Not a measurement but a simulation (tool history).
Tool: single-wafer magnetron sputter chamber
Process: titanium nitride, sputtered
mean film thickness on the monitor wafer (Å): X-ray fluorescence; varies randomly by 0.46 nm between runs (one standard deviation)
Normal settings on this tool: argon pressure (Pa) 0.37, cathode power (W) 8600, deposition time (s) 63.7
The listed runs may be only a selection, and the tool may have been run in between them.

run,day,argon pressure (Pa),cathode power (W),deposition time (s),wafers since the last listed run,wafers on the sputter target,hours since the last manometer calibration,hours since the magnet pack was replaced,hours since the gauge calibration,"read-back reference wafer on the same gauge, thickness_nm",mean film thickness on the monitor wafer (Å)
1,0,0.37,8600,63.7,0,5970,2161.4,7222.2,86.1,86.454,838.4
2,0.354,0.37,8600,63.7,106,6077,2169.9,7230.7,94.6,86.371,831.73
3,0.829,0.37,7600,57.6,142,6220,2181.3,7242.1,106,86.378,672.46
4,1.338,0.294,9450,63.7,152,6373,2193.5,7254.3,118.2,86.462,962.17
5,1.838,0.37,8600,63.7,150,6523,2205.5,7266.3,130.2,86.368,831.27
# day 2.308: gauge calibrated
# day 2.396: magnet pack replaced, of another model than before
6,2.417,0.37,8600,63.7,73,6597,2219.4,0.5,2.6,86.375,840.26
7,2.75,0.37,8600,63.7,100,6697,2227.4,8.5,10.6,86.386,837.45
# day 3.7: capacitance manometer re-zeroed and calibrated
8,3.721,0.37,8600,69.7,191,6889,0.5,31.8,33.9,86.382,912.47
9,3.912,0.294,7600,63.7,57,6947,5.1,36.4,38.5,86.457,758.56
10,4.404,0.37,9350,63.7,147,7095,16.9,48.2,50.3,86.43,904.62
# day 4.9: sputter target and shields replaced
11,4.921,0.37,8600,63.7,55,5,29.3,60.6,62.7,86.318,963.26
12,5.362,0.459,7150,68.8,132,138,39.9,71.2,73.3,86.423,834.18
13,5.679,0.487,7950,63.7,95,233,47.5,78.8,80.9,86.395,849.62
14,6.229,0.303,8600,71.5,165,399,60.7,92,94.1,86.461,1082.81
15,6.779,0.249,8600,63.7,165,564,73.9,105.2,107.3,86.441,987.07
# day 7.029: gauge calibrated
16,7.512,0.294,9450,63.7,220,785,91.5,122.8,11.6,86.42,1045.79

Here are 4 independent what-if runs from the current tool condition. What would each one return?
A,7.529,0.37,9650,63.7,5,790,91.9,123.2,12,?,?
B,7.529,0.37,6850,53.4,5,790,91.9,123.2,12,?,?
C,7.529,0.441,6850,54.8,5,790,91.9,123.2,12,?,?
D,7.529,0.37,9800,63.7,5,790,91.9,123.2,12,?,?

run,"read-back reference wafer on the same gauge, thickness_nm",mean film thickness on the monitor wafer (Å)
A,86.382,1034.81
B,86.382,630.12
C,86.382,630.94
D,86.382,1049.98
Without the tool's hidden state the same runs would have given:
run,mean film thickness on the monitor wafer (Å)
A,1076.7
B,655.63
C,656.49
D,1092.49
